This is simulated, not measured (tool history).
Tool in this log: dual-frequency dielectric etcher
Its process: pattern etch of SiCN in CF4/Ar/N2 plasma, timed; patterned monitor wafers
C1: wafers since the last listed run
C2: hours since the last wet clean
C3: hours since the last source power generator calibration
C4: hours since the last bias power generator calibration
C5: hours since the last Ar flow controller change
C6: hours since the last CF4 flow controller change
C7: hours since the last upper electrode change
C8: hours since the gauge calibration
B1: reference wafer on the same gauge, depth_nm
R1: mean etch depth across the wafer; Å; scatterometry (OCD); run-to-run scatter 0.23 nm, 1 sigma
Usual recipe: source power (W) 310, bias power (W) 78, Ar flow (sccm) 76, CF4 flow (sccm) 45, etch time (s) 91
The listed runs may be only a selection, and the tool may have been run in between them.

run 1 hour=0 | source_power_(W)=310 bias_power_(W)=78 Ar_flow_(sccm)=68 CF4_flow_(sccm)=45 etch_time_(s)=91 | C1=0 C2=641.3 C3=2219.2 C4=362.7 C5=5386.7 C6=5071.8 C7=120.7 C8=2946.3 | B1=55.9 | R1=571
-- hour=49.6 wet clean of the chamber
run 2 hour=102.9 | source_power_(W)=270 bias_power_(W)=84 Ar_flow_(sccm)=94 CF4_flow_(sccm)=42 etch_time_(s)=91 | C1=698 C2=53.3 C3=2322.1 C4=465.6 C5=5489.6 C6=5174.7 C7=223.6 C8=3049.2 | B1=55.8 | R1=488
-- hour=165.3 Ar flow controller replaced
run 3 hour=165.8 | source_power_(W)=310 bias_power_(W)=63 Ar_flow_(sccm)=76 CF4_flow_(sccm)=45 etch_time_(s)=91 | C1=503 C2=116.2 C3=2385 C4=528.5 C5=0.5 C6=5237.6 C7=286.5 C8=3112.1 | B1=55.9 | R1=522
run 4 hour=203.8 | source_power_(W)=280 bias_power_(W)=98 Ar_flow_(sccm)=76 CF4_flow_(sccm)=45 etch_time_(s)=114 | C1=336 C2=154.2 C3=2423 C4=566.5 C5=38.5 C6=5275.6 C7=324.5 C8=3150.1 | B1=55.9 | R1=694
run 5 hour=307.1 | source_power_(W)=380 bias_power_(W)=88 Ar_flow_(sccm)=67 CF4_flow_(sccm)=45 etch_time_(s)=91 | C1=914 C2=257.5 C3=2526.3 C4=669.8 C5=141.8 C6=5378.9 C7=427.8 C8=3253.4 | B1=55.9 | R1=736
run 6 hour=354.5 | source_power_(W)=310 bias_power_(W)=78 Ar_flow_(sccm)=76 CF4_flow_(sccm)=45 etch_time_(s)=91 | C1=419 C2=304.9 C3=2573.7 C4=717.2 C5=189.2 C6=5426.3 C7=475.2 C8=3300.8 | B1=55.9 | R1=564
-- hour=431.8 gauge calibrated
run 7 hour=448.4 | source_power_(W)=310 bias_power_(W)=78 Ar_flow_(sccm)=62 CF4_flow_(sccm)=53 etch_time_(s)=91 | C1=831 C2=398.8 C3=2667.6 C4=811.1 C5=283.1 C6=5520.2 C7=569.1 C8=16.6 | B1=55.9 | R1=589
-- hour=499.7 CF4 flow controller replaced
run 8 hour=510.7 | source_power_(W)=310 bias_power_(W)=78 Ar_flow_(sccm)=90 CF4_flow_(sccm)=36 etch_time_(s)=91 | C1=498 C2=461.1 C3=2729.9 C4=873.4 C5=345.4 C6=11 C7=631.4 C8=78.9 | B1=55.9 | R1=537
run 9 hour=563.3 | source_power_(W)=310 bias_power_(W)=78 Ar_flow_(sccm)=76 CF4_flow_(sccm)=45 etch_time_(s)=91 | C1=465 C2=513.7 C3=2782.5 C4=926 C5=398 C6=63.6 C7=684 C8=131.5 | B1=55.9 | R1=564
-- hour=603.6 wet clean of the chamber
-- hour=605.8 source power generator calibrated
run 10 hour=670.7 | source_power_(W)=310 bias_power_(W)=86 Ar_flow_(sccm)=62 CF4_flow_(sccm)=45 etch_time_(s)=91 | C1=719 C2=67.1 C3=64.9 C4=1033.4 C5=505.4 C6=171 C7=791.4 C8=238.9 | B1=55.9 | R1=603
run 11 hour=731.1 | source_power_(W)=310 bias_power_(W)=78 Ar_flow_(sccm)=76 CF4_flow_(sccm)=51 etch_time_(s)=78 | C1=534 C2=127.5 C3=125.3 C4=1093.8 C5=565.8 C6=231.4 C7=851.8 C8=299.3 | B1=55.9 | R1=496
run 12 hour=783.4 | source_power_(W)=310 bias_power_(W)=78 Ar_flow_(sccm)=83 CF4_flow_(sccm)=45 etch_time_(s)=91 | C1=462 C2=179.8 C3=177.6 C4=1146.1 C5=618.1 C6=283.7 C7=904.1 C8=351.6 | B1=55.9 | R1=562

Run 13 is up next; what results do you expect?
run 13 hour=875.1 | source_power_(W)=310 bias_power_(W)=78 Ar_flow_(sccm)=76 CF4_flow_(sccm)=45 etch_time_(s)=109 | C1=811 C2=271.5 C3=269.3 C4=1237.8 C5=709.8 C6=375.4 C7=995.8 C8=443.3 | B1=? | R1=?

Run 13 yielded B1 55.9, R1 681 Å.
Had the tool carried no hidden state, the very same run would have given R1 681 Å.
